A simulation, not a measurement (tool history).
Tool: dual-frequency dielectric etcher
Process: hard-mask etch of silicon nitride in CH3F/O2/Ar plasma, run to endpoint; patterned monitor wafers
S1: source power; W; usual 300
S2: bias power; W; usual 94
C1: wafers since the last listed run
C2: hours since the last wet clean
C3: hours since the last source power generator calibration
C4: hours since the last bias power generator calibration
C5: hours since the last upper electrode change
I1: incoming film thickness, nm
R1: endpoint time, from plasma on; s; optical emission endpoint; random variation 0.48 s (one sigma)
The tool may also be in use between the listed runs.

run	hour	S1	S2	C1	C2	C3	C4	C5	I1	R1
1	0	300	94	0	572.1	936.3	2178.5	1398	39.81	55
# hour 3: wet clean of the chamber
2	84.2	300	94	723	81.2	1020.5	2262.7	1482.2	39.7	54.8
3	186	240	94	906	183	1122.3	2364.5	1584	39.83	60.6
4	269	300	89	739	266	1205.3	2447.5	1667	39.75	55.1
5	358.7	300	89	798	355.7	1295	2537.2	1756.7	40.02	56.8
6	436.5	270	84	692	433.5	1372.8	2615	1834.5	39.85	60.7
7	477.6	270	84	366	474.6	1413.9	2656.1	1875.6	39.7	59.7
8	582.7	300	94	936	579.7	1519	2761.2	1980.7	39.67	54
9	621.8	300	94	348	618.8	1558.1	2800.3	2019.8	39.98	55.6
10	658.2	300	94	324	655.2	1594.5	2836.7	2056.2	40.07	54.7
# hour 686.4: wet clean of the chamber
11	743.2	300	94	543	56.8	1679.5	2921.7	2141.2	39.92	55.4
12	803.2	300	94	534	116.8	1739.5	2981.7	2201.2	39.7	54.8
13	868.1	280	94	578	181.7	1804.4	3046.6	2266.1	39.67	56.5
# hour 966.9: upper electrode replaced
14	968	300	94	676	281.6	1904.3	3146.5	1.1	39.62	54.9
15	1069.3	300	94	902	382.9	2005.6	3247.8	102.4	39.43	55.2
16	1143.7	270	104	662	457.3	2080	3322.2	176.8	39.98	56.7
# hour 1224.2: bias power generator calibrated
# hour 1256.4: wet clean of the chamber
17	1256.9	270	104	758	0.5	2193.2	32.7	290	39.86	55.5
# hour 1275.9: source power generator calibrated
18	1276.4	240	102	138	20	0.5	52.2	309.5	39.85	59
19	1378	300	94	904	121.6	102.1	153.8	411.1	39.68	55.1
20	1423.9	270	112	408	167.5	148	199.7	457	39.94	54.4
21	1498	360	81	660	241.6	222.1	273.8	531.1	39.92	53.3
22	1567.9	270	104	622	311.5	292	343.7	601	39.78	55.7
23	1626.9	250	105	525	370.5	351	402.7	660	39.75	58
24	1689.1	350	115	554	432.7	413.2	464.9	722.2	39.5	46.9
25	1796.4	360	80	955	540	520.5	572.2	829.5	39.88	54.4
26	1838.8	380	114	377	582.4	562.9	614.6	871.9	39.93	45.5
# hour 1908.4: wet clean of the chamber
27	1914.5	370	105	460	6.1	638.6	690.3	947.6	39.7	47.5
28	1962.2	370	94	424	53.8	686.3	738	995.3	39.54	50.2
29	2008	220	87	407	99.6	732.1	783.8	1041.1	40.13	66.5
30	2100.1	260	114	820	191.7	824.2	875.9	1133.2	39.32	54.6

3 ways to go on from here, each from the tool as it stands after run 30. What would each give?
A	2100.5	300	82	3	192.1	824.6	876.3	1133.6	39.83	?
B	2100.5	250	94	3	192.1	824.6	876.3	1133.6	39.83	?
C	2100.5	270	82	3	192.1	824.6	876.3	1133.6	39.83	?

run	R1
A	57.4
B	59.4
C	60.4
Without the tool's hidden state the same runs would have given:
run	R1
A	57.4
B	59.4
C	60.4
